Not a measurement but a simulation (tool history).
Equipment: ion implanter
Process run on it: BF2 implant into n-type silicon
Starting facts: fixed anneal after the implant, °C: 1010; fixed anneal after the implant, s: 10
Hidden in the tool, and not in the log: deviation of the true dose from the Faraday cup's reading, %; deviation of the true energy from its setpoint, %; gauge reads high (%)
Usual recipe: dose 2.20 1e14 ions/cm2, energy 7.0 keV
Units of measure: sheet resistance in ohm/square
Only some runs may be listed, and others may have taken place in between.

run	day	dose	energy	wafers since the last listed run	hours since the last dose calibration	hours since the extraction supply was calibrated	hours since the gauge calibration	read-back reference wafer on the same gauge, sheet resistance	sheet resistance
1	0.000	2.20	7.0	0	417.4	3719.0	723.1	627.71	611.97
2	1.296	2.20	7.0	616	448.5	3750.1	754.2	626.80	617.69
3	2.046	2.20	7.0	356	466.5	3768.1	772.2	626.70	616.45
4	2.917	2.20	7.0	414	487.4	3789.0	793.1	628.65	619.05
5	3.908	2.20	7.0	471	511.2	3812.8	816.9	629.17	619.29
6	5.225	2.20	7.5	626	542.8	3844.4	848.5	627.80	603.11
7	6.433	2.20	7.0	575	571.8	3873.4	877.5	628.64	619.53
8	7.517	2.20	7.0	515	597.8	3899.4	903.5	627.76	613.25
9	8.271	2.20	7.0	358	615.9	3917.5	921.6	629.10	616.55
10	9.217	2.20	7.0	450	638.6	3940.2	944.3	628.48	625.20
11	9.862	2.20	7.0	307	654.1	3955.7	959.8	628.46	617.17
12	10.396	2.35	7.0	253	666.9	3968.5	972.6	628.26	589.28
13	11.300	2.35	7.0	430	688.6	3990.2	994.3	628.21	591.98
14	11.867	2.35	7.0	269	702.2	4003.8	1007.9	628.18	590.56
15	12.762	2.20	7.0	426	723.7	4025.3	1029.4	628.13	621.29
16	14.100	2.52	8.0	636	755.8	4057.4	1061.5	627.47	538.62
17	15.117	1.68	8.0	483	780.2	4081.8	1085.9	627.00	736.99
# day 16.538: Faraday cup replaced and dose calibrated
18	16.558	2.20	6.5	527	0.5	4116.4	1120.5	627.67	626.35
19	17.629	1.89	7.5	509	26.2	4142.1	1146.2	627.81	668.18
20	18.196	1.67	7.0	269	39.8	4155.7	1159.8	629.51	748.28
21	18.754	2.20	7.0	265	53.2	4169.1	1173.2	628.98	607.90
22	20.108	2.63	6.0	644	85.7	4201.6	1205.7	627.76	567.98
23	20.704	2.20	7.0	283	100.0	4215.9	1220.0	626.66	610.81
24	22.150	2.20	7.0	688	134.7	4250.6	1254.7	627.17	606.86
# day 23.108: extraction supply calibrated
25	23.396	1.97	8.0	434	164.6	6.9	1284.6	627.89	646.06
# day 23.979: gauge calibrated
26	24.321	1.55	5.0	440	186.8	29.1	8.2	628.33	859.62
27	25.246	2.45	9.0	440	209.0	51.3	30.4	628.53	523.89
28	26.071	1.88	7.0	392	228.8	71.1	50.2	626.83	683.17
29	27.567	2.20	6.0	711	264.7	107.0	86.1	628.05	642.54
30	28.467	2.20	7.0	428	286.3	128.6	107.7	627.80	616.49
31	29.262	2.00	8.5	378	305.4	147.7	126.8	627.25	629.59
32	30.617	2.20	7.0	644	337.9	180.2	159.3	627.57	613.89
33	31.217	2.77	9.0	285	352.3	194.6	173.7	629.73	484.02
34	32.404	2.20	9.5	565	380.8	223.1	202.2	627.98	567.15
35	33.604	2.67	8.0	571	409.6	251.9	231.0	628.18	512.39
36	34.554	2.51	7.0	452	432.4	274.7	253.8	628.72	562.23
37	35.750	1.69	6.0	569	461.1	303.4	282.5	627.16	771.11
38	36.267	2.83	5.0	245	473.5	315.8	294.9	627.50	600.70

Exercise: give the hidden state of the tool at every run:
deviation of the true energy from its setpoint, %: 0 at every run
gauge reads high (%): 0 at every run
H1: deviation of the true dose from the Faraday cup's reading, %
run	H1
1	-1.77
2	-1.86
3	-1.91
4	-1.98
5	-2.05
6	-2.14
7	-2.23
8	-2.3
9	-2.36
10	-2.42
11	-2.47
12	-2.51
13	-2.57
14	-2.61
15	-2.68
16	-2.77
17	-2.84
18	-0.276
19	-0.352
20	-0.392
21	-0.432
22	-0.529
23	-0.571
24	-0.674
25	-0.762
26	-0.828
27	-0.894
28	-0.953
29	-1.06
30	-1.12
31	-1.18
32	-1.28
33	-1.32
34	-1.4
35	-1.49
36	-1.56
37	-1.64
38	-1.68

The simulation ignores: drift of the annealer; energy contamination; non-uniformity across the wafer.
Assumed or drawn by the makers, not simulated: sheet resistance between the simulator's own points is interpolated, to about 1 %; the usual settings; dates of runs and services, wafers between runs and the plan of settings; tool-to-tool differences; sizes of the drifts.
